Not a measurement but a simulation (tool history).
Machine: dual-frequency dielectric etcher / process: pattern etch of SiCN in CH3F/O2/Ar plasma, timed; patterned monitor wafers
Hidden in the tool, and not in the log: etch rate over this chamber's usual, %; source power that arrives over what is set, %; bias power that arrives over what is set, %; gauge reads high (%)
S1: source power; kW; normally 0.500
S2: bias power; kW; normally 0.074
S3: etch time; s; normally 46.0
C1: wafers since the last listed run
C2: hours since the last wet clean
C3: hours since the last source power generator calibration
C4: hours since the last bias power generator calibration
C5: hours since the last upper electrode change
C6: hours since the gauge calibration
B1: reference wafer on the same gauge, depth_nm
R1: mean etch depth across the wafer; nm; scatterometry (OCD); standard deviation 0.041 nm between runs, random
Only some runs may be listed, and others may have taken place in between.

run 1 day=0.000 | S1=0.500 S2=0.074 S3=46.0 | C1=0 C2=155.4 C3=2720.0 C4=1786.5 C5=3994.8 C6=257.6 | B1=15.60 | R1=18.73
run 2 day=0.662 | S1=0.500 S2=0.074 S3=46.0 | C1=165 C2=171.3 C3=2735.9 C4=1802.4 C5=4010.7 C6=273.5 | B1=15.60 | R1=18.69
run 3 day=1.412 | S1=0.500 S2=0.074 S3=46.0 | C1=187 C2=189.3 C3=2753.9 C4=1820.4 C5=4028.7 C6=291.5 | B1=15.59 | R1=18.73
run 4 day=2.425 | S1=0.500 S2=0.074 S3=46.0 | C1=253 C2=213.6 C3=2778.2 C4=1844.7 C5=4053.0 C6=315.8 | B1=15.60 | R1=18.82
run 5 day=3.888 | S1=0.500 S2=0.074 S3=46.0 | C1=365 C2=248.7 C3=2813.3 C4=1879.8 C5=4088.1 C6=350.9 | B1=15.59 | R1=18.80
run 6 day=4.867 | S1=0.500 S2=0.074 S3=46.0 | C1=244 C2=272.2 C3=2836.8 C4=1903.3 C5=4111.6 C6=374.4 | B1=15.59 | R1=18.76
run 7 day=6.200 | S1=0.500 S2=0.074 S3=38.0 | C1=333 C2=304.2 C3=2868.8 C4=1935.3 C5=4143.6 C6=406.4 | B1=15.60 | R1=15.50
run 8 day=7.467 | S1=0.540 S2=0.086 S3=46.0 | C1=316 C2=334.6 C3=2899.2 C4=1965.7 C5=4174.0 C6=436.8 | B1=15.60 | R1=20.40
run 9 day=8.454 | S1=0.500 S2=0.074 S3=46.0 | C1=246 C2=358.3 C3=2922.9 C4=1989.4 C5=4197.7 C6=460.5 | B1=15.60 | R1=18.91
run 10 day=9.254 | S1=0.500 S2=0.074 S3=46.0 | C1=200 C2=377.5 C3=2942.1 C4=2008.6 C5=4216.9 C6=479.7 | B1=15.60 | R1=18.84
-- day=10.775 wet clean of the chamber
-- day=10.979 upper electrode replaced
run 11 day=11.000 | S1=0.440 S2=0.074 S3=54.0 | C1=134 C2=5.4 C3=2984.0 C4=2050.5 C5=0.5 C6=521.6 | B1=15.61 | R1=20.83
-- day=11.792 gauge calibrated
-- day=13.633 source power generator calibrated
run 12 day=13.804 | S1=0.390 S2=0.066 S3=59.5 | C1=659 C2=72.7 C3=4.1 C4=2117.8 C5=67.8 C6=48.3 | B1=15.59 | R1=21.18
run 13 day=14.346 | S1=0.460 S2=0.067 S3=40.5 | C1=135 C2=85.7 C3=17.1 C4=2130.8 C5=80.8 C6=61.3 | B1=15.60 | R1=15.45
run 14 day=15.246 | S1=0.460 S2=0.092 S3=53.0 | C1=225 C2=107.3 C3=38.7 C4=2152.4 C5=102.4 C6=82.9 | B1=15.59 | R1=22.41
-- day=16.021 bias power generator calibrated
run 15 day=16.225 | S1=0.610 S2=0.074 S3=56.0 | C1=203 C2=130.8 C3=62.2 C4=4.9 C5=125.9 C6=106.4 | B1=15.60 | R1=24.62
run 16 day=16.962 | S1=0.500 S2=0.074 S3=46.0 | C1=184 C2=148.5 C3=79.9 C4=22.6 C5=143.6 C6=124.1 | B1=15.59 | R1=18.78
run 17 day=17.671 | S1=0.580 S2=0.060 S3=56.0 | C1=177 C2=165.5 C3=96.9 C4=39.6 C5=160.6 C6=141.1 | B1=15.60 | R1=22.64
run 18 day=19.071 | S1=0.390 S2=0.066 S3=59.5 | C1=350 C2=199.1 C3=130.5 C4=73.2 C5=194.2 C6=174.7 | B1=15.60 | R1=21.30
run 19 day=19.846 | S1=0.560 S2=0.087 S3=58.5 | C1=193 C2=217.7 C3=149.1 C4=91.8 C5=212.8 C6=193.3 | B1=15.60 | R1=26.39
run 20 day=20.650 | S1=0.500 S2=0.074 S3=53.0 | C1=201 C2=237.0 C3=168.4 C4=111.1 C5=232.1 C6=212.6 | B1=15.60 | R1=21.74

How would selected steps in R1 from run to run divide? Give the signed amount a tool lacking its hidden state would still show from settings, what came in and random variation, and the signed amount left for the hidden state, including any gauge scatter that is not in both of the compared results.
Run 7 -> 8: S1 0.500 -> 0.540, S2 0.074 -> 0.086, S3 38.0 -> 46.0. R1 +4.90 nm: hidden state +0.06, all else +4.84.
Run 10 -> 11: S1 0.500 -> 0.440, S3 46.0 -> 54.0, wet clean of the chamber, upper electrode replaced. R1 +1.99 nm: hidden state -0.19, all else +2.18.
Run 13 -> 14: S2 0.067 -> 0.092, S3 40.5 -> 53.0. R1 +6.96 nm: hidden state +0.03, all else +6.93.
Run 15 -> 16: S1 0.610 -> 0.500, S3 56.0 -> 46.0. R1 -5.84 nm: hidden state -0.03, all else -5.81.

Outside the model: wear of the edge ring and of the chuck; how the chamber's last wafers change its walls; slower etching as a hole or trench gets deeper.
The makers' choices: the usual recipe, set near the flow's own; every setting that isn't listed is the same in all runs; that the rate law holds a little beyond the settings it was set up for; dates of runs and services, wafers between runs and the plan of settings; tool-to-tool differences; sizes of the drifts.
